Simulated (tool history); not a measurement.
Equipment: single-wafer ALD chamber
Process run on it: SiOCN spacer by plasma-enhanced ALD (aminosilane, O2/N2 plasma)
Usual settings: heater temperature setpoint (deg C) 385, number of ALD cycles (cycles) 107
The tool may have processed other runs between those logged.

run,hour,heater temperature setpoint (deg C),number of ALD cycles (cycles),wafers since the last listed run,hours since the last thermocouple change,hours since the gauge calibration,"read-back reference wafer on the same gauge, thickness_nm",mean film thickness on the monitor wafer (nm)
1,0,385,107,0,1453.2,584.1,5.36,6.134
2,68.6,385,107,111,1521.8,652.7,5.355,6.188
3,149.7,385,107,132,1602.9,733.8,5.342,6.155
4,227,385,107,126,1680.2,811.1,5.337,6.137
5,291.6,385,107,105,1744.8,875.7,5.339,6.158
6,339.9,385,107,78,1793.1,924,5.335,6.155
7,381.5,394,92,67,1834.7,965.6,5.333,5.276
8,422.4,394,92,66,1875.6,1006.5,5.333,5.262
9,505.9,385,107,136,1959.1,1090,5.32,6.164
10,552.4,385,107,75,2005.6,1136.5,5.326,6.122
11,657.9,385,107,171,2111.1,1242,5.321,6.122
12,736.6,400,89,128,2189.8,1320.7,5.318,5.069
13,834.4,385,107,159,2287.6,1418.5,5.316,6.109
14,932.1,372,107,159,2385.3,1516.2,5.311,6.146

Run 15 is up next; what results do you expect?
15,988.1,385,92,91,2441.3,1572.2,?,?

For run 15 the tool returned read-back reference wafer on the same gauge, thickness_nm 5.314, mean film thickness on the monitor wafer (nm) 5.256.
The same run, on a tool lacking any hidden state, would have yielded mean film thickness on the monitor wafer (nm) 5.421.

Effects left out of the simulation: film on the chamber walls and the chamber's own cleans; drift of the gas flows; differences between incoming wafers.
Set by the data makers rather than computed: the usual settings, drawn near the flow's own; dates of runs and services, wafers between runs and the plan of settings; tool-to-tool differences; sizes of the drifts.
